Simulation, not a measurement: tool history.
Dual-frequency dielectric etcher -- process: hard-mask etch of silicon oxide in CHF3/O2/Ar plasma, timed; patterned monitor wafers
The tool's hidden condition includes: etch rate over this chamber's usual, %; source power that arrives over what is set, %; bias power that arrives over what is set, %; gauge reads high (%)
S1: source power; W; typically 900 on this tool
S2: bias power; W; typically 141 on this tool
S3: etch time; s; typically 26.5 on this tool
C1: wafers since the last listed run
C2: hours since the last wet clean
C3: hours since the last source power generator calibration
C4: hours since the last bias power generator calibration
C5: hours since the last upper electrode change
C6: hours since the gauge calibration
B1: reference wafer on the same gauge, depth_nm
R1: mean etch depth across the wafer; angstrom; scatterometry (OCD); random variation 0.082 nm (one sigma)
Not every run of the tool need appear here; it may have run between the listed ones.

run,hour,S1,S2,S3,C1,C2,C3,C4,C5,C6,B1,R1
1,0,900,141,22.5,0,190.7,4345.8,3369.3,4190.3,49.8,54.4,461
2,17,900,141,22.5,228,207.7,4362.8,3386.3,4207.3,66.8,54.4,461
3,42.7,1060,130,26.5,346,233.4,4388.5,3412,4233,92.5,54.4,560
4,55,1060,130,26.5,165,245.7,4400.8,3424.3,4245.3,104.8,54.4,559
5,80.7,1060,130,26.5,346,271.4,4426.5,3450,4271,130.5,54.4,561
6,95.1,900,141,26.5,193,285.8,4440.9,3464.4,4285.4,144.9,54.4,538
7,124.5,900,141,26.5,395,315.2,4470.3,3493.8,4314.8,174.3,54.4,540
# hour 153.2: source power generator calibrated
# hour 163.1: wet clean of the chamber
# hour 178.8: upper electrode replaced
8,179.3,900,141,32,339,16.2,26.1,3548.6,0.5,229.1,54.4,660
9,179.6,900,141,32,4,16.5,26.4,3548.9,0.8,229.4,54.4,662
10,187,900,141,32,99,23.9,33.8,3556.3,8.2,236.8,54.4,659
# hour 192.2: bias power generator calibrated
11,218.9,900,173,26.5,375,55.8,65.7,26.7,40.1,268.7,54.4,576
12,239.9,900,141,26.5,282,76.8,86.7,47.7,61.1,289.7,54.4,546
13,256.6,780,166,33.5,224,93.5,103.4,64.4,77.8,306.4,54.4,689
14,282,680,166,24,342,118.9,128.8,89.8,103.2,331.8,54.4,471
# hour 288.4: gauge calibrated
15,295.5,900,141,26.5,181,132.4,142.3,103.3,116.7,7.1,54.4,546
16,400.2,1000,125,26.5,1410,237.1,247,208,221.4,111.8,54.4,543
17,422.9,810,113,31,305,259.8,269.7,230.7,244.1,134.5,54.4,580
18,436.8,960,116,19,187,273.7,283.6,244.6,258,148.4,54.4,376

What if the next run were any one of these 4? Each begins from the tool's condition after run 18:
A,437.2,1040,141,26.5,5,274.1,284,245,258.4,148.8,?,?
B,437.2,990,155,28.5,5,274.1,284,245,258.4,148.8,?,?
C,437.2,900,128,26.5,5,274.1,284,245,258.4,148.8,?,?
D,437.2,900,141,32.5,5,274.1,284,245,258.4,148.8,?,?

run,B1,R1
A,54.4,567
B,54.4,614
C,54.4,527
D,54.4,663
What these runs would have given with no unlogged condition in the tool:
run,R1
A,575
B,623
C,535
D,672

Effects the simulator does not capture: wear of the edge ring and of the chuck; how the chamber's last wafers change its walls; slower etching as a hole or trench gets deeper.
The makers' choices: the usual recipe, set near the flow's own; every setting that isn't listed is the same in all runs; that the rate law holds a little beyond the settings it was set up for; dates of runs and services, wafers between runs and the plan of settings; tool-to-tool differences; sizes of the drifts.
